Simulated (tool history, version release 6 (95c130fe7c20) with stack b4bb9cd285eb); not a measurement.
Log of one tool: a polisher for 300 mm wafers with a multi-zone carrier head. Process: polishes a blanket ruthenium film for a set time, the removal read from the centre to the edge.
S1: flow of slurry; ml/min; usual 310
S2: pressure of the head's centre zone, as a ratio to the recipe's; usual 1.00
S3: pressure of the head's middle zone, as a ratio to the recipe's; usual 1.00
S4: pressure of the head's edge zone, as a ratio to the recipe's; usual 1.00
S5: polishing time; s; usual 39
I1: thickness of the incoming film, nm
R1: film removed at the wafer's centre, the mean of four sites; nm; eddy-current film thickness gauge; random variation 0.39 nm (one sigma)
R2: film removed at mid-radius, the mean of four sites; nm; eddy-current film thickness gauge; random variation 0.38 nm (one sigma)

run   hour   S1    S2    S3    S4  S5     I1    R1    R2
  1    0.0  310  1.00  1.00  0.95  39  441.2  28.4  28.1
  2   16.5  310  1.00  1.00  1.00  39  446.2  27.9  28.3
  3   33.8  310  1.00  1.00  1.00  39  434.8  28.1  28.2
      47.0  -- worn pad replaced by a new one
  4   47.4  310  1.00  1.00  1.00  39  435.0  27.8  28.5
  5   57.2  310  1.00  1.00  1.00  39  434.3  28.1  27.8
  6   65.8  310  1.00  1.00  1.00  39  431.8  28.2  28.3
  7   81.2  310  1.00  1.00  1.00  39  441.7  28.6  27.8
  8   96.7  310  1.00  1.00  1.00  39  441.9  27.8  27.9
  9  110.5  245  1.00  1.00  1.00  39  440.0  27.2  27.6
 10  118.6  310  1.00  1.00  1.00  39  439.7  27.5  28.2
     133.8  -- worn pad replaced by a new one
 11  134.3  405  1.00  1.00  1.00  39  441.1  29.4  28.6
 12  144.6  405  1.00  1.00  1.00  31  434.0  22.2  22.3
     150.2  -- carrier head's membrane replaced by a new one
 13  152.9  385  1.00  0.95  1.00  39  446.1  28.8  27.2
 14  162.2  245  1.00  0.89  0.91  39  430.0  27.9  24.7
     172.4  -- centre zone pressure recalibrated
 15  174.6  310  1.07  1.07  1.00  39  447.0  29.2  29.3
     186.8  -- edge zone pressure recalibrated
 16  187.3  310  1.00  1.00  1.00  39  441.5  28.3  28.4
     204.2  -- worn pad replaced by a new one
 17  222.8  310  1.00  1.00  1.00  39  445.6  28.0  28.1
     226.3  -- slurry nozzle cleaned
 18  237.7  310  1.00  1.00  1.00  39  437.9  28.3  28.3
 19  248.7  310  1.00  1.00  1.00  39  445.0  28.2  28.0
 20  262.1  405  1.00  0.90  0.90  39  440.0  28.6  26.1
     276.3  -- worn pad replaced by a new one
 21  276.8  215  1.00  1.00  1.11  39  438.3  27.4  27.4
 22  313.1  310  1.00  1.09  0.92  39  440.7  27.7  29.7

4 ways to go on from here, each from the tool as it stands after run 22. What would each give?
  A  313.5  310  1.00  1.00  1.00  53  437.0   ?   ?
  B  313.5  310  0.89  1.04  1.07  47  437.0   ?   ?
  C  313.5  405  1.00  0.94  0.89  39  437.0   ?   ?
  D  313.5  275  1.08  0.90  1.06  39  437.0   ?   ?

run    R1    R2
  A  38.5  37.7
  B  31.2  34.5
  C  28.9  26.9
  D  29.7  25.3
Without the tool's hidden state the same runs would have given:
run    R1    R2
  A  38.5  37.7
  B  31.2  34.5
  C  28.9  26.9
  D  29.7  25.3

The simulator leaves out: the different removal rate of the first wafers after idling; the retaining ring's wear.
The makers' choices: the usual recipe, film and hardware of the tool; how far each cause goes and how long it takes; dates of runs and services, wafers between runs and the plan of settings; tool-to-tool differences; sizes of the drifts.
